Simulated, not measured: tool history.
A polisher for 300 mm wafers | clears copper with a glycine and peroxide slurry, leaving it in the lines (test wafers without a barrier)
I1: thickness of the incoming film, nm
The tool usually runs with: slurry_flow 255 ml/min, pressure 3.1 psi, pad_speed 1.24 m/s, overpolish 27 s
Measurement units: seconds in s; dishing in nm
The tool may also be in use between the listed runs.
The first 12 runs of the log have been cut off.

-- hour=262.3 slurry nozzle cleaned
run 13 hour=275.6 | slurry_flow=280 pressure=3.8 pad_speed=1.06 overpolish=38 | I1=547.0 | seconds=97.3 dishing=116.6
run 14 hour=291.1 | slurry_flow=300 pressure=3.8 pad_speed=1.24 overpolish=27 | I1=540.9 | seconds=81.3 dishing=101.5
run 15 hour=318.0 | slurry_flow=205 pressure=3.1 pad_speed=1.24 overpolish=27 | I1=537.5 | seconds=97.4 dishing=93.3
run 16 hour=340.1 | slurry_flow=255 pressure=3.1 pad_speed=1.06 overpolish=27 | I1=545.1 | seconds=111.0 dishing=83.0
run 17 hour=375.1 | slurry_flow=255 pressure=3.1 pad_speed=1.24 overpolish=27 | I1=544.0 | seconds=96.2 dishing=89.2
run 18 hour=404.2 | slurry_flow=255 pressure=2.8 pad_speed=1.00 overpolish=41 | I1=539.7 | seconds=124.6 dishing=100.7
-- hour=418.5 worn pad replaced by a new one
run 19 hour=421.9 | slurry_flow=255 pressure=3.1 pad_speed=1.24 overpolish=27 | I1=529.6 | seconds=92.5 dishing=89.2
run 20 hour=450.8 | slurry_flow=315 pressure=3.1 pad_speed=0.96 overpolish=27 | I1=541.7 | seconds=118.2 dishing=79.4
run 21 hour=483.1 | slurry_flow=255 pressure=2.8 pad_speed=1.24 overpolish=33 | I1=544.8 | seconds=98.7 dishing=100.2
run 22 hour=500.8 | slurry_flow=255 pressure=3.1 pad_speed=1.24 overpolish=27 | I1=539.3 | seconds=93.8 dishing=94.4
run 23 hour=514.4 | slurry_flow=255 pressure=3.1 pad_speed=1.24 overpolish=27 | I1=536.4 | seconds=94.3 dishing=92.5
-- hour=538.2 head pressure recalibrated
run 24 hour=538.7 | slurry_flow=255 pressure=3.1 pad_speed=1.24 overpolish=27 | I1=546.2 | seconds=95.4 dishing=93.4
run 25 hour=568.4 | slurry_flow=280 pressure=3.1 pad_speed=1.24 overpolish=20 | I1=537.8 | seconds=93.4 dishing=71.9
run 26 hour=596.0 | slurry_flow=195 pressure=2.7 pad_speed=1.46 overpolish=38 | I1=530.8 | seconds=89.8 dishing=109.8
-- hour=619.6 worn pad replaced by a new one
run 27 hour=646.6 | slurry_flow=255 pressure=3.1 pad_speed=1.24 overpolish=27 | I1=529.6 | seconds=92.4 dishing=85.5
run 28 hour=667.6 | slurry_flow=255 pressure=3.1 pad_speed=1.24 overpolish=27 | I1=536.9 | seconds=96.7 dishing=93.2
run 29 hour=694.1 | slurry_flow=255 pressure=3.1 pad_speed=0.86 overpolish=27 | I1=533.2 | seconds=133.7 dishing=69.3
run 30 hour=720.8 | slurry_flow=255 pressure=3.1 pad_speed=1.24 overpolish=20 | I1=534.3 | seconds=94.7 dishing=71.7
-- hour=740.7 slurry nozzle cleaned
run 31 hour=750.3 | slurry_flow=320 pressure=3.1 pad_speed=1.24 overpolish=27 | I1=542.7 | seconds=93.3 dishing=93.2
run 32 hour=765.0 | slurry_flow=255 pressure=3.1 pad_speed=1.38 overpolish=27 | I1=530.5 | seconds=82.2 dishing=98.7
run 33 hour=795.2 | slurry_flow=255 pressure=3.1 pad_speed=1.24 overpolish=27 | I1=549.1 | seconds=96.7 dishing=93.3
run 34 hour=822.0 | slurry_flow=220 pressure=3.1 pad_speed=1.24 overpolish=27 | I1=541.2 | seconds=95.5 dishing=93.5

4 ways to go on from here, each from the tool as it stands after run 34. What would each give?
run A hour=822.5 | slurry_flow=310 pressure=3.1 pad_speed=1.24 overpolish=27 | I1=548.8 | seconds=? dishing=?
run B hour=822.5 | slurry_flow=285 pressure=3.8 pad_speed=1.48 overpolish=41 | I1=548.8 | seconds=? dishing=?
run C hour=822.5 | slurry_flow=325 pressure=2.2 pad_speed=1.24 overpolish=27 | I1=548.8 | seconds=? dishing=?
run D hour=822.5 | slurry_flow=255 pressure=2.1 pad_speed=1.24 overpolish=33 | I1=548.8 | seconds=? dishing=?

run=A seconds=91.8 dishing=94.7
run=B seconds=67.8 dishing=145.8
run=C seconds=112.2 dishing=80.3
run=D seconds=117.1 dishing=89.5
The same runs, with their run-to-run variation unchanged, on a tool lacking any hidden condition would have given:
run=A seconds=91.0 dishing=95.3
run=B seconds=67.2 dishing=146.4
run=C seconds=111.2 dishing=80.8
run=D seconds=115.9 dishing=90.1

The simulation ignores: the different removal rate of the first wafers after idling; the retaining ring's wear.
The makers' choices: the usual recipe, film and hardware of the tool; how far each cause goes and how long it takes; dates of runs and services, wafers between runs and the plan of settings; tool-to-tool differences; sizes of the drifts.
